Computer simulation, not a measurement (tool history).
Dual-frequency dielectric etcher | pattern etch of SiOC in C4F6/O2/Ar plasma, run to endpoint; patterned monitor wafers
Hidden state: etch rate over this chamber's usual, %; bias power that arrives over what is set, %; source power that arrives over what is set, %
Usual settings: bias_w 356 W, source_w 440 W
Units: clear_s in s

run,day,bias_w,source_w,wafers since the last listed run,hours since the last wet clean,hours since the last bias power generator calibration,hours since the last source power generator calibration,hours since the last upper electrode change,"incoming incoming film thickness, nm",clear_s
1,0,356,440,0,203.2,1829.7,2940.8,2661.5,51.2,18.4
2,2.729,356,440,1041,268.7,1895.2,3006.3,2727,50.9,18.2
3,5.417,356,440,1025,333.2,1959.7,3070.8,2791.5,51.8,18.3
# day 6.675: wet clean of the chamber
4,8.317,356,460,725,39.4,2029.3,3140.4,2861.1,51.1,18.5
5,9.417,356,460,419,65.8,2055.7,3166.8,2887.5,51.3,18.4
6,12.933,390,440,1342,150.2,2140.1,3251.2,2971.9,51.5,17.9
7,14.954,390,440,771,198.7,2188.6,3299.7,3020.4,51.5,17.7
8,16.962,356,440,766,246.9,2236.8,3347.9,3068.6,51.9,18.6
9,18.558,356,440,609,285.2,2275.1,3386.2,3106.9,51.5,18.1
10,21.1,356,440,970,346.2,2336.1,3447.2,3167.9,51.6,18.2
11,23.029,356,440,736,392.5,2382.4,3493.5,3214.2,50.9,17.8
12,24.188,356,410,442,420.3,2410.2,3521.3,3242,51.9,18.6
# day 26.429: wet clean of the chamber
13,26.45,356,410,481,0.5,2464.5,3575.6,3296.3,51.6,19.4
14,32.896,356,440,2460,155.2,2619.2,3730.3,3451,51.8,18.6
# day 35.067: bias power generator calibrated
# day 38.596: source power generator calibrated
15,40.217,356,440,2667,330.9,123.6,38.9,3626.7,51.6,18.3
# day 42.062: wet clean of the chamber
16,42.083,424,480,330,0.5,168.4,83.7,3671.5,51.9,17.4
# day 44.462: upper electrode replaced
17,44.483,384,390,534,58.1,226,141.3,0.5,51.4,18.9
18,45.408,319,440,353,80.3,248.2,163.5,22.7,51.6,19.3
19,46.583,425,490,448,108.5,276.4,191.7,50.9,51.5,17
20,48.692,356,440,804,159.1,327,242.3,101.5,51.4,18.6
21,50.721,436,520,774,207.8,375.7,291,150.2,51.4,16.1
22,53.042,356,440,885,263.5,431.4,346.7,205.9,51.4,18.3
23,55.583,326,520,970,324.5,492.4,407.7,266.9,51.4,17.9
24,56.704,380,440,427,351.4,519.3,434.6,293.8,51.6,17.8
# day 58.412: wet clean of the chamber
25,59.667,356,440,749,30.1,590.4,505.7,364.9,51.4,18.8
26,66.217,426,490,2500,187.3,747.6,662.9,522.1,51.3,16.8
27,67.454,430,400,472,217,777.3,692.6,551.8,50.9,17.4
28,69.417,356,440,749,264.1,824.4,739.7,598.9,51.3,18.2
29,70.846,404,380,545,298.4,858.7,774,633.2,51.1,18.2
30,72.438,418,540,607,336.6,896.9,812.2,671.4,51.9,16.2
31,74.092,293,360,631,376.3,936.6,851.9,711.1,50.8,20.4

The tool's hidden state at each run:
bias power that arrives over what is set, %: 0 in every run
source power that arrives over what is set, %: 0 in every run
H1: etch rate over this chamber's usual, %
run,H1
1,2.3
2,3.01
3,3.71
4,0.869
5,1.15
6,2.07
7,2.59
8,3.11
9,3.52
10,4.18
11,4.68
12,4.98
13,-0.309
14,1.36
15,3.26
16,-0.00218
17,0.62
18,0.86
19,1.16
20,1.71
21,2.24
22,2.84
23,3.5
24,3.79
25,0.661
26,2.36
27,2.68
28,3.19
29,3.56
30,3.97
31,4.4
